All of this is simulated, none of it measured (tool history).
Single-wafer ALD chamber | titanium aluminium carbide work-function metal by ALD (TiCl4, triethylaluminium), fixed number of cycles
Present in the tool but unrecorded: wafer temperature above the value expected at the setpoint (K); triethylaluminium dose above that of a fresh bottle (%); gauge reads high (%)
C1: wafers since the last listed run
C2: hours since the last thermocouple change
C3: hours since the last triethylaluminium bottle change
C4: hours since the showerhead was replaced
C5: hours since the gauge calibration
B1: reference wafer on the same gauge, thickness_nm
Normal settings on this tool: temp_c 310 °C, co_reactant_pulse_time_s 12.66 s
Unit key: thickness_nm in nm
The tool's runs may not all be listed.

Run 1, hour 0: usual settings but co_reactant_pulse_time_s 11.32 s; C1 0; C2 865.8; C3 634; C4 3171.6; C5 769.6; B1 2.439. Result: thickness_nm 2.132 nm.
Run 2, hour 31.8: usual settings; C1 339; C2 897.6; C3 665.8; C4 3203.4; C5 801.4; B1 2.439. Result: thickness_nm 2.146 nm.
At hour 42.4: triethylaluminium bottle replaced.
Run 3, hour 69.8: usual settings but co_reactant_pulse_time_s 10.29 s; C1 320; C2 935.6; C3 27.4; C4 3241.4; C5 839.4; B1 2.439. Result: thickness_nm 2.123 nm.
Run 4, hour 137.8: usual settings; C1 726; C2 1003.6; C3 95.4; C4 3309.4; C5 907.4; B1 2.44. Result: thickness_nm 2.154 nm.
Run 5, hour 178: usual settings; C1 429; C2 1043.8; C3 135.6; C4 3349.6; C5 947.6; B1 2.44. Result: thickness_nm 2.147 nm.
Run 6, hour 233.2: usual settings; C1 589; C2 1099; C3 190.8; C4 3404.8; C5 1002.8; B1 2.442. Result: thickness_nm 2.158 nm.
Run 7, hour 262.5: usual settings; C1 313; C2 1128.3; C3 220.1; C4 3434.1; C5 1032.1; B1 2.439. Result: thickness_nm 2.151 nm.
Run 8, hour 321.9: usual settings; C1 634; C2 1187.7; C3 279.5; C4 3493.5; C5 1091.5; B1 2.44. Result: thickness_nm 2.157 nm.
At hour 343: showerhead replaced.
Run 9, hour 346: usual settings; C1 172; C2 1211.8; C3 303.6; C4 3; C5 1115.6; B1 2.441. Result: thickness_nm 2.168 nm.
Run 10, hour 457.7: usual settings but temp_c 314 °C; C1 1193; C2 1323.5; C3 415.3; C4 114.7; C5 1227.3; B1 2.442. Result: thickness_nm 2.194 nm.
Run 11, hour 520.2: usual settings but temp_c 314 °C; C1 667; C2 1386; C3 477.8; C4 177.2; C5 1289.8; B1 2.441. Result: thickness_nm 2.189 nm.
Run 12, hour 562.8: usual settings but temp_c 320 °C; C1 455; C2 1428.6; C3 520.4; C4 219.8; C5 1332.4; B1 2.44. Result: thickness_nm 2.231 nm.
Run 13, hour 598.1: usual settings but temp_c 301 °C, co_reactant_pulse_time_s 8.66 s; C1 377; C2 1463.9; C3 555.7; C4 255.1; C5 1367.7; B1 2.439. Result: thickness_nm 2.016 nm.
At hour 608.3: gauge calibrated.
Run 14, hour 651: usual settings; C1 565; C2 1516.8; C3 608.6; C4 308; C5 42.7; B1 2.439. Result: thickness_nm 2.162 nm.
Run 15, hour 675.8: usual settings but co_reactant_pulse_time_s 9.87 s; C1 265; C2 1541.6; C3 633.4; C4 332.8; C5 67.5; B1 2.438. Result: thickness_nm 2.108 nm.
Run 16, hour 712.6: usual settings but temp_c 298 °C, co_reactant_pulse_time_s 9.3 s; C1 393; C2 1578.4; C3 670.2; C4 369.6; C5 104.3; B1 2.442. Result: thickness_nm 2.006 nm.
At hour 727.5: thermocouple changed; heater temperature recalibrated.
At hour 770.5: triethylaluminium bottle replaced.
Run 17, hour 771.1: usual settings; C1 454; C2 43.6; C3 0.6; C4 428.1; C5 162.8; B1 2.443. Result: thickness_nm 2.117 nm.
Run 18, hour 797.6: usual settings but co_reactant_pulse_time_s 11.13 s; C1 283; C2 70.1; C3 27.1; C4 454.6; C5 189.3; B1 2.442. Result: thickness_nm 2.089 nm.
Run 19, hour 1010.1: usual settings but temp_c 297 °C, co_reactant_pulse_time_s 9.72 s; C1 2270; C2 282.6; C3 239.6; C4 667.1; C5 401.8; B1 2.44. Result: thickness_nm 1.985 nm.
Run 20, hour 1035.8: usual settings but temp_c 323 °C, co_reactant_pulse_time_s 17.4 s; C1 274; C2 308.3; C3 265.3; C4 692.8; C5 427.5; B1 2.442. Result: thickness_nm 2.279 nm.
Run 21, hour 1072.1: usual settings but temp_c 302 °C, co_reactant_pulse_time_s 10.9 s; C1 387; C2 344.6; C3 301.6; C4 729.1; C5 463.8; B1 2.441. Result: thickness_nm 2.05 nm.

Expected results for the next run?
Run 22, hour 1140.2: usual settings but temp_c 320 °C; C1 727; C2 412.7; C3 369.7; C4 797.2; C5 531.9; B1 ?. Result: thickness_nm ?.

Run 22 gave B1 2.439, thickness_nm 2.236 nm.
With the hidden condition absent and the run-to-run variation left alone, this run would have shown thickness_nm 2.203 nm.

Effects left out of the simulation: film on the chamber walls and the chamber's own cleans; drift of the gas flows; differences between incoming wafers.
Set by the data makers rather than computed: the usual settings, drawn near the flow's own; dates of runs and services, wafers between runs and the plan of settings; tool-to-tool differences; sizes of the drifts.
